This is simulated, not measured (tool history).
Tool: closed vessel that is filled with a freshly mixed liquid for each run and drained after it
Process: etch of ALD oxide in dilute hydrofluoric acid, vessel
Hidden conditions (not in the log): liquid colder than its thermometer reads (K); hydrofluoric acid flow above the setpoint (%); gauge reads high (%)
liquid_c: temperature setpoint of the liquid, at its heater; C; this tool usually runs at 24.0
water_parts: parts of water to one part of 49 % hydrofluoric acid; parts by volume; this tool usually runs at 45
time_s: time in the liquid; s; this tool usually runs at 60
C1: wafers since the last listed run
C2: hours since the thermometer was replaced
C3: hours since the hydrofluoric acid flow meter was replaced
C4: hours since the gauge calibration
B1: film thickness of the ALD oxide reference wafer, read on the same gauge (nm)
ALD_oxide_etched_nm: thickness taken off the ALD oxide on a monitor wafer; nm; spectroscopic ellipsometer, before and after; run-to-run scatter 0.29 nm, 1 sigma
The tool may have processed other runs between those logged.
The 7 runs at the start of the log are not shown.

run 8 day=7.433 | liquid_c=27.0 water_parts=45 time_s=60 | C1=2457 C2=2538.3 C3=2049.9 C4=245.1 | B1=90.00 | ALD_oxide_etched_nm=39.45
run 9 day=8.317 | liquid_c=27.0 water_parts=45 time_s=60 | C1=1929 C2=2559.5 C3=2071.1 C4=266.3 | B1=90.00 | ALD_oxide_etched_nm=39.65
run 10 day=9.658 | liquid_c=24.0 water_parts=45 time_s=60 | C1=2930 C2=2591.7 C3=2103.3 C4=298.5 | B1=90.01 | ALD_oxide_etched_nm=34.86
-- day=12.712 hydrofluoric acid flow meter replaced
run 11 day=13.667 | liquid_c=24.0 water_parts=45 time_s=60 | C1=8664 C2=2687.9 C3=22.9 C4=394.7 | B1=90.00 | ALD_oxide_etched_nm=34.59
-- day=14.658 thermometer replaced
run 12 day=15.079 | liquid_c=24.0 water_parts=45 time_s=60 | C1=2994 C2=10.1 C3=56.8 C4=428.6 | B1=89.99 | ALD_oxide_etched_nm=32.89
run 13 day=16.504 | liquid_c=24.0 water_parts=45 time_s=60 | C1=3112 C2=44.3 C3=91.0 C4=462.8 | B1=90.00 | ALD_oxide_etched_nm=33.04
run 14 day=17.521 | liquid_c=24.0 water_parts=45 time_s=40 | C1=2220 C2=68.7 C3=115.4 C4=487.2 | B1=90.01 | ALD_oxide_etched_nm=22.13
run 15 day=18.375 | liquid_c=24.0 water_parts=45 time_s=40 | C1=1865 C2=89.2 C3=135.9 C4=507.7 | B1=90.01 | ALD_oxide_etched_nm=21.72
run 16 day=19.396 | liquid_c=24.0 water_parts=45 time_s=60 | C1=2229 C2=113.7 C3=160.4 C4=532.2 | B1=90.02 | ALD_oxide_etched_nm=32.24
run 17 day=20.496 | liquid_c=19.0 water_parts=25 time_s=60 | C1=2402 C2=140.1 C3=186.8 C4=558.6 | B1=89.98 | ALD_oxide_etched_nm=48.85
run 18 day=21.021 | liquid_c=24.0 water_parts=55 time_s=60 | C1=1146 C2=152.7 C3=199.4 C4=571.2 | B1=90.00 | ALD_oxide_etched_nm=26.42
run 19 day=22.125 | liquid_c=22.5 water_parts=35 time_s=85 | C1=2411 C2=179.2 C3=225.9 C4=597.7 | B1=90.00 | ALD_oxide_etched_nm=56.38
-- day=22.725 thermometer replaced, repeated, since the last time left the tool worse
run 20 day=23.542 | liquid_c=25.5 water_parts=45 time_s=75 | C1=3003 C2=19.6 C3=259.9 C4=631.7 | B1=90.01 | ALD_oxide_etched_nm=49.81
run 21 day=24.962 | liquid_c=24.0 water_parts=45 time_s=60 | C1=3103 C2=53.7 C3=294.0 C4=665.8 | B1=89.99 | ALD_oxide_etched_nm=37.35
run 22 day=26.408 | liquid_c=24.0 water_parts=45 time_s=90 | C1=3158 C2=88.4 C3=328.7 C4=700.5 | B1=90.00 | ALD_oxide_etched_nm=56.58
run 23 day=27.779 | liquid_c=24.0 water_parts=45 time_s=60 | C1=2994 C2=121.3 C3=361.6 C4=733.4 | B1=90.01 | ALD_oxide_etched_nm=37.25
run 24 day=28.392 | liquid_c=25.5 water_parts=45 time_s=60 | C1=1337 C2=136.0 C3=376.3 C4=748.1 | B1=90.01 | ALD_oxide_etched_nm=39.62
run 25 day=29.425 | liquid_c=21.5 water_parts=55 time_s=40 | C1=2257 C2=160.8 C3=401.1 C4=772.9 | B1=90.01 | ALD_oxide_etched_nm=18.22
-- day=29.900 gauge calibrated
run 26 day=30.675 | liquid_c=26.5 water_parts=45 time_s=60 | C1=2730 C2=190.8 C3=431.1 C4=18.6 | B1=90.00 | ALD_oxide_etched_nm=41.55
run 27 day=31.546 | liquid_c=21.5 water_parts=60 time_s=50 | C1=1902 C2=211.7 C3=452.0 C4=39.5 | B1=89.99 | ALD_oxide_etched_nm=20.77
run 28 day=32.992 | liquid_c=24.0 water_parts=45 time_s=40 | C1=3158 C2=246.4 C3=486.7 C4=74.2 | B1=90.01 | ALD_oxide_etched_nm=24.77
run 29 day=33.783 | liquid_c=24.0 water_parts=45 time_s=60 | C1=1729 C2=265.4 C3=505.7 C4=93.2 | B1=90.00 | ALD_oxide_etched_nm=37.16
run 30 day=35.475 | liquid_c=24.0 water_parts=45 time_s=60 | C1=3695 C2=306.0 C3=546.3 C4=133.8 | B1=90.00 | ALD_oxide_etched_nm=37.27
run 31 day=36.871 | liquid_c=24.0 water_parts=60 time_s=90 | C1=3049 C2=339.5 C3=579.8 C4=167.3 | B1=90.00 | ALD_oxide_etched_nm=40.51
run 32 day=38.138 | liquid_c=27.5 water_parts=55 time_s=35 | C1=2766 C2=369.9 C3=610.2 C4=197.7 | B1=89.98 | ALD_oxide_etched_nm=20.14

Run 33 comes next. What will it give?
run 33 day=39.038 | liquid_c=19.5 water_parts=55 time_s=90 | C1=1965 C2=391.5 C3=631.8 C4=219.3 | B1=? | ALD_oxide_etched_nm=?

For run 33 the tool returned B1 90.02, ALD_oxide_etched_nm 37.43 nm.
Minus the tool's unlogged condition, the same run would have read ALD_oxide_etched_nm 37.91 nm.
